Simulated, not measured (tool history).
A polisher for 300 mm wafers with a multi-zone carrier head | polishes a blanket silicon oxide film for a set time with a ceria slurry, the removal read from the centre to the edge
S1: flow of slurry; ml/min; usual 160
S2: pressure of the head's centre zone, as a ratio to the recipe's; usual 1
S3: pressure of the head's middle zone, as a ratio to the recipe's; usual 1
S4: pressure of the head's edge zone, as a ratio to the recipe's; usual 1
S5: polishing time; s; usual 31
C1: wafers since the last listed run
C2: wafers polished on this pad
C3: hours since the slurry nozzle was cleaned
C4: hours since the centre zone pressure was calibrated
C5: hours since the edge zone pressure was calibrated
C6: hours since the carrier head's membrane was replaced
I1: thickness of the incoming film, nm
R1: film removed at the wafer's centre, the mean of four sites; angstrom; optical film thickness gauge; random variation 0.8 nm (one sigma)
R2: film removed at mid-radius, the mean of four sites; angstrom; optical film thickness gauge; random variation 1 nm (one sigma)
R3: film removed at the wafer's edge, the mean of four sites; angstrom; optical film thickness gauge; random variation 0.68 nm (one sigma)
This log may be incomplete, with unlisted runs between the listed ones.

run 1 hour=0 | S1=160 S2=1 S3=0.96 S4=1 S5=31 | C1=0 C2=1111 C3=284.1 C4=193.4 C5=388.7 C6=427.8 | I1=852.4 | R1=881 R2=842 R3=901
-- hour=47.1 edge zone pressure recalibrated
run 2 hour=59.3 | S1=160 S2=1 S3=1 S4=1 S5=31 | C1=567 C2=1679 C3=343.4 C4=252.7 C5=12.2 C6=487.1 | I1=854.9 | R1=866 R2=867 R3=894
-- hour=119.5 worn pad replaced by a new one
run 3 hour=122.5 | S1=160 S2=1 S3=0.92 S4=1 S5=31 | C1=586 C2=29 C3=406.6 C4=315.9 C5=75.4 C6=550.3 | I1=861.9 | R1=813 R2=827 R3=916
-- hour=133.6 centre zone pressure recalibrated
-- hour=271.7 slurry nozzle cleaned
run 4 hour=335.9 | S1=160 S2=1 S3=0.92 S4=1 S5=31 | C1=2083 C2=2113 C3=64.2 C4=202.3 C5=288.8 C6=763.7 | I1=845.8 | R1=870 R2=823 R3=902
-- hour=389.6 worn pad replaced by a new one
run 5 hour=390.1 | S1=160 S2=1 S3=0.92 S4=1 S5=31 | C1=497 C2=5 C3=118.4 C4=256.5 C5=343 C6=817.9 | I1=859.7 | R1=848 R2=841 R3=904
-- hour=405.3 centre zone pressure recalibrated
run 6 hour=417.9 | S1=195 S2=1 S3=1 S4=1 S5=31 | C1=255 C2=260 C3=146.2 C4=12.6 C5=370.8 C6=845.7 | I1=851.5 | R1=935 R2=923 R3=911
-- hour=519.3 edge zone pressure recalibrated
run 7 hour=581.6 | S1=160 S2=1 S3=1 S4=1 S5=31 | C1=1601 C2=1862 C3=309.9 C4=176.3 C5=62.3 C6=1009.4 | I1=858.2 | R1=876 R2=885 R3=912
-- hour=599.7 worn pad replaced by a new one, of another model than before
run 8 hour=610.6 | S1=160 S2=1 S3=1 S4=1 S5=31 | C1=247 C2=107 C3=338.9 C4=205.3 C5=91.3 C6=1038.4 | I1=852.8 | R1=870 R2=881 R3=903
-- hour=671.9 carrier head's membrane replaced by a new one
run 9 hour=672.4 | S1=160 S2=1 S3=1 S4=1 S5=31 | C1=562 C2=670 C3=400.7 C4=267.1 C5=153.1 C6=0.5 | I1=858.6 | R1=845 R2=889 R3=900
-- hour=691.7 centre zone pressure recalibrated
run 10 hour=761.2 | S1=160 S2=1 S3=1 S4=1 S5=31 | C1=859 C2=1529 C3=489.5 C4=69.5 C5=241.9 C6=89.3 | I1=835.4 | R1=885 R2=862 R3=896

Expected results for the next run?
run 11 hour=813.9 | S1=110 S2=1.04 S3=0.89 S4=1.11 S5=31 | C1=521 C2=2051 C3=542.2 C4=122.2 C5=294.6 C6=142 | I1=852 | R1=? R2=? R3=?

Run 11 gave R1 851 angstrom, R2 750 angstrom, R3 904 angstrom.
On a tool with no hidden condition, and with the same random variation, this run would have come out at R1 854 angstrom, R2 750 angstrom, R3 904 angstrom.

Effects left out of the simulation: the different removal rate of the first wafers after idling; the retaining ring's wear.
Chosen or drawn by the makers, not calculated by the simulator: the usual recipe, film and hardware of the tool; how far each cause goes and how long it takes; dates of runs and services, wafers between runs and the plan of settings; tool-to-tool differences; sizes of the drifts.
